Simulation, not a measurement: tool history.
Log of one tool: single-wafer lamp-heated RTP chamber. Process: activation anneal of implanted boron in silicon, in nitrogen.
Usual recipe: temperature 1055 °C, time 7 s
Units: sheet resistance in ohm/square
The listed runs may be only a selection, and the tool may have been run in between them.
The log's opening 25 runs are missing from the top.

| run | hour | temperature | time | read-back reference wafer on the same gauge, sheet resistance | sheet resistance |
|---|---|---|---|---|---|
| 26 | 1439.0 | 1042 | 11 | 203.16 | 244.30 |
| 27 | 1510.7 | 1032 | 11 | 203.21 | 245.01 |
| 28 | 1553.8 | 1069 | 11 | 203.28 | 243.06 |
| 29 | 1581.4 | 1036 | 10 | 203.36 | 244.61 |
| 30 | 1624.0 | 1081 | 7 | 203.42 | 244.31 |
|  | 1659.2 | pyrometer window cleaned and pyrometer calibrated |
|  | 1662.8 | reflector plate cleaned |
| 31 | 1786.4 | 1074 | 4 | 203.88 | 246.12 |
| 32 | 1835.6 | 1055 | 7 | 204.06 | 246.04 |
| 33 | 1900.6 | 1040 | 4 | 204.02 | 247.80 |
| 34 | 1954.3 | 1055 | 7 | 204.23 | 246.19 |
| 35 | 1991.9 | 1055 | 7 | 204.48 | 246.71 |
| 36 | 2026.4 | 1055 | 7 | 204.37 | 246.19 |

Here are 4 independent what-if runs from the current tool condition. What would each one return?
| A | 2026.8 | 1055 | 4 | ? | ? |
| B | 2026.8 | 1079 | 10 | ? | ? |
| C | 2026.8 | 1080 | 6 | ? | ? |
| D | 2026.8 | 1055 | 11 | ? | ? |

| run | read-back reference wafer on the same gauge, sheet resistance | sheet resistance |
|---|---|---|
| A | 204.48 | 247.29 |
| B | 204.48 | 244.66 |
| C | 204.48 | 245.88 |
| D | 204.48 | 245.54 |
Had the tool no hidden state, the same runs would have come out as:
| run | sheet resistance |
|---|---|
| A | 244.35 |
| B | 241.75 |
| C | 242.95 |
| D | 242.61 |

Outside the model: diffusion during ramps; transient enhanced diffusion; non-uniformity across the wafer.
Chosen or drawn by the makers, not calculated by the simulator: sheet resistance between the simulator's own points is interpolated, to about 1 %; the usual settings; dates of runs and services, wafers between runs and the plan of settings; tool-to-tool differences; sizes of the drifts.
